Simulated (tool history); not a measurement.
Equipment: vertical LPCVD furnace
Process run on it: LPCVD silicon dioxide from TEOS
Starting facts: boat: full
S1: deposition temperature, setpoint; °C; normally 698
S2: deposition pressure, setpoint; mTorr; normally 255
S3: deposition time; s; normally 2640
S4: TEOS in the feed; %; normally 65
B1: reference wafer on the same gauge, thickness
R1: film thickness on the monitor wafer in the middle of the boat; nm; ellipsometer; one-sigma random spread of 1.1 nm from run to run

run 1 hour=0 | S1=698 S2=255 S3=2640 S4=65 | B1=315.1 | R1=297.32
run 2 hour=78 | S1=698 S2=255 S3=2640 S4=65 | B1=315.16 | R1=300.26
run 3 hour=144.7 | S1=698 S2=255 S3=2640 S4=65 | B1=315.02 | R1=299.32
run 4 hour=192.5 | S1=698 S2=255 S3=2640 S4=65 | B1=314.93 | R1=302.26
run 5 hour=242.6 | S1=698 S2=255 S3=2640 S4=65 | B1=314.95 | R1=299.74
run 6 hour=314.7 | S1=698 S2=255 S3=2640 S4=65 | B1=315.22 | R1=302.85
run 7 hour=375.8 | S1=698 S2=255 S3=2640 S4=65 | B1=315 | R1=302.36
run 8 hour=449.6 | S1=698 S2=255 S3=3540 S4=73 | B1=315.14 | R1=430.55
-- hour=459.1 gauge calibrated
run 9 hour=541.5 | S1=698 S2=255 S3=2640 S4=65 | B1=314.75 | R1=305.8
-- hour=595.1 pressure gauge zeroed
run 10 hour=595.6 | S1=698 S2=255 S3=2640 S4=65 | B1=314.99 | R1=307.3
-- hour=696.2 thermocouples replaced and temperature profile calibrated
run 11 hour=696.7 | S1=692 S2=315 S3=1680 S4=65 | B1=314.92 | R1=173.75
-- hour=725.9 TEOS flow controller replaced
run 12 hour=742.9 | S1=708 S2=255 S3=3300 S4=65 | B1=314.79 | R1=447.86
run 13 hour=837.6 | S1=692 S2=255 S3=2640 S4=55 | B1=314.75 | R1=227.46

Run 14 is up next; what results do you expect?
run 14 hour=930.7 | S1=693 S2=220 S3=3030 S4=71 | B1=? | R1=?

B1: 314.87
R1: 282.89 nm
With the hidden condition absent and the run-to-run variation left alone, this run would have shown R1 278.51 nm.
